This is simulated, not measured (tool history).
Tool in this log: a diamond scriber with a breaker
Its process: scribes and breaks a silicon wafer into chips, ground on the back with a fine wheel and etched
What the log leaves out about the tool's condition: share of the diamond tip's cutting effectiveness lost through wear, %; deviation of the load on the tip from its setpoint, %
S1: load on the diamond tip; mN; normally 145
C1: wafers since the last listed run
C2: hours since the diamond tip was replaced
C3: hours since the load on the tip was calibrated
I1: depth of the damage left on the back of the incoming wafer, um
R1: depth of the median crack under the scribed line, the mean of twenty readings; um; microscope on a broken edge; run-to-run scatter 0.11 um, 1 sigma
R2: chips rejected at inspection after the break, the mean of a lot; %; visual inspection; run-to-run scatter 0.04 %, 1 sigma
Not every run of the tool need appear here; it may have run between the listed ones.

run	hour	S1	C1	C2	C3	I1	R1	R2
1	0	145	0	0	370.1	0.61	7.77	0.77
2	66.6	145	119	66.6	436.7	0.37	7.25	0.69
# hour 159.7: load on the tip recalibrated
3	172.1	145	186	172.1	12.4	0.31	7.44	0.7
4	263.3	145	164	263.3	103.6	0.55	7.52	0.8
# hour 271.9: diamond tip replaced by a new one
5	329.1	124	114	57.2	169.4	0.46	7.16	1.92
6	393	145	115	121.1	233.3	0.39	7.66	0.7
7	483.1	145	162	211.2	323.4	0.45	7.36	0.69
8	554.7	177	128	282.8	395	0.64	8.37	2.98
# hour 625: diamond tip replaced by a new one
9	625.5	177	123	0.5	465.8	0.3	7.98	3.3
10	674.7	180	88	49.7	515	0.6	8.37	3.64
# hour 679.4: load on the tip recalibrated
11	732.6	162	100	107.6	53.2	0.74	7.73	1.48
12	827.3	119	170	202.3	147.9	0.69	6.81	2.92
13	893.1	185	118	268.1	213.7	0.6	8.33	4.98
# hour 945.7: diamond tip replaced by a new one
14	954.9	145	107	9.2	275.5	0.32	7.34	0.78
15	1045.5	127	163	99.8	366.1	0.56	7.21	1.78
16	1099.7	180	97	154	420.3	0.52	8.02	3.73
17	1141.4	165	75	195.7	462	0.51	8.07	1.79
18	1183.6	109	75	237.9	504.2	0.76	6.75	4.86

List, for all runs, the conditions of the tool that the log does not record:
share of the diamond tip's cutting effectiveness lost through wear, %: 0 in every run
deviation of the load on the tip from its setpoint, %: 0 in every run

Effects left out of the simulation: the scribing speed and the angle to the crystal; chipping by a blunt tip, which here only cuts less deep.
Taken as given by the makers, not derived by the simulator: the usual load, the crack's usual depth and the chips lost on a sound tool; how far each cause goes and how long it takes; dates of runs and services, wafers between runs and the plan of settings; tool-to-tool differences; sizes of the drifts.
